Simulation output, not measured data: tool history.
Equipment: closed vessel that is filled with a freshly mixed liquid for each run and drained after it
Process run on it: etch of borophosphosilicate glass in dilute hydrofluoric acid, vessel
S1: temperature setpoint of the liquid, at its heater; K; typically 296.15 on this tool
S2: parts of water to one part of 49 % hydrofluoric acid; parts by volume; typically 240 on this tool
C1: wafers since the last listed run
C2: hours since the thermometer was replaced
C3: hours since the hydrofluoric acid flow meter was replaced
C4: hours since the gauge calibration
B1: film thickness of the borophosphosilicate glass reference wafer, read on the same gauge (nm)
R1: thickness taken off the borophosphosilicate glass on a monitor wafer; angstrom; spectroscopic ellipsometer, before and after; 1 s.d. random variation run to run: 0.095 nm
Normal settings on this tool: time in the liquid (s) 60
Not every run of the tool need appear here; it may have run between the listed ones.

Run 1, hour 0.0: usual settings; C1 0; C2 763.7; C3 1521.8; C4 366.1; B1 129.99. Result: R1 131.6 angstrom.
Run 2, hour 50.7: usual settings; C1 7052; C2 814.4; C3 1572.5; C4 416.8; B1 130.01. Result: R1 127.9 angstrom.
Run 3, hour 106.7: usual settings; C1 7789; C2 870.4; C3 1628.5; C4 472.8; B1 129.97. Result: R1 128.7 angstrom.
Run 4, hour 175.1: usual settings; C1 9514; C2 938.8; C3 1696.9; C4 541.2; B1 129.96. Result: R1 129.8 angstrom.
Run 5, hour 220.6: usual settings; C1 6329; C2 984.3; C3 1742.4; C4 586.7; B1 130.07. Result: R1 129.9 angstrom.
Run 6, hour 289.6: usual settings; C1 9598; C2 1053.3; C3 1811.4; C4 655.7; B1 129.96. Result: R1 129.1 angstrom.
Run 7, hour 358.5: usual settings; C1 9584; C2 1122.2; C3 1880.3; C4 724.6; B1 130.00. Result: R1 130.7 angstrom.
At hour 364.7: hydrofluoric acid flow meter replaced.
Run 8, hour 405.4: usual settings but S1 299.65 K; C1 6384; C2 1169.1; C3 40.7; C4 771.5; B1 129.99. Result: R1 129.8 angstrom.

Forecast run 9:
At hour 419.9: gauge calibrated.
Run 9, hour 472.2: usual settings; C1 9292; C2 1235.9; C3 107.5; C4 52.3; B1 ?. Result: R1 ?.

{"run 9": {"B1": 130.01, "R1": 112.0}}
Take away the tool's hidden state, keep the run-to-run variation as it was, and the same run would have given R1 120.4 angstrom.
